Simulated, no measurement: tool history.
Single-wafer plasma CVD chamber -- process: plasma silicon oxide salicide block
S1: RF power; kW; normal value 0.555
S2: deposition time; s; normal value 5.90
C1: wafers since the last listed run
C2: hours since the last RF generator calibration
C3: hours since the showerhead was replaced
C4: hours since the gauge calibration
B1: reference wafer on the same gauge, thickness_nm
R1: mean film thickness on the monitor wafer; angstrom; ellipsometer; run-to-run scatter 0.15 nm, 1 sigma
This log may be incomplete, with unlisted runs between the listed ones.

run   hour     S1    S2    C1      C2      C3     C4      B1      R1
  1    0.0  0.555  6.42     0  2030.4  4293.4    9.1  54.790  622.71
  2   26.4  0.555  6.42   578  2056.8  4319.8   35.5  54.831  623.01
  3   59.5  0.555  6.59   724  2089.9  4352.9   68.6  54.798  640.36
  4   86.6  0.555  6.59   593  2117.0  4380.0   95.7  54.789  637.45
  5  101.4  0.555  6.59   324  2131.8  4394.8  110.5  54.841  641.38
  6  189.7  0.555  5.90  1933  2220.1  4483.1  198.8  54.736  571.89
  7  209.5  0.555  5.90   433  2239.9  4502.9  218.6  54.835  571.39
  8  245.2  0.555  5.90   781  2275.6  4538.6  254.3  54.859  567.12
  9  270.4  0.555  5.90   551  2300.8  4563.8  279.5  54.752  568.99
 10  303.9  0.555  5.90   733  2334.3  4597.3  313.0  54.768  571.64
 11  334.5  0.555  5.06   670  2364.9  4627.9  343.6  54.841  486.57
     353.7  -- showerhead replaced
 12  354.2  0.555  5.44   256  2384.6     0.5  363.3  54.815  523.53
 13  362.6  0.555  5.44   183  2393.0     8.9  371.7  54.780  524.05
 14  391.8  0.555  5.44   639  2422.2    38.1  400.9  54.808  523.29
 15  413.4  0.555  5.90   472  2443.8    59.7  422.5  54.767  570.03
 16  447.9  0.555  5.90   755  2478.3    94.2  457.0  54.751  567.44
 17  466.4  0.620  5.90   405  2496.8   112.7  475.5  54.844  587.86
 18  493.3  0.620  5.90   589  2523.7   139.6  502.4  54.824  590.87
     553.5  -- RF generator calibrated
 19  594.8  0.620  5.90  2047    41.3   241.1  603.9  54.819  602.50
 20  628.8  0.585  6.68   744    75.3   275.1  637.9  54.771  667.79
 21  664.7  0.555  5.90   786   111.2   311.0  673.8  54.787  583.71
 22  681.5  0.595  6.50   367   128.0   327.8  690.6  54.831  657.79
 23  696.8  0.555  5.90   335   143.3   343.1  705.9  54.708  583.18
 24  723.1  0.460  5.20   575   169.6   369.4  732.2  54.855  483.89
 25  737.3  0.555  5.90   310   183.8   383.6  746.4  54.816  582.35
 26  759.7  0.485  6.30   490   206.2   406.0  768.8  54.804  595.88

What will run 27 give?
 27  790.6  0.555  5.22  676  237.1  436.9  799.7   ?   ?

Run 27 yielded B1 54.804, R1 514.05 angstrom.
If the tool had no hidden condition, the same run with the same run-to-run variation would have returned R1 516.63 angstrom.
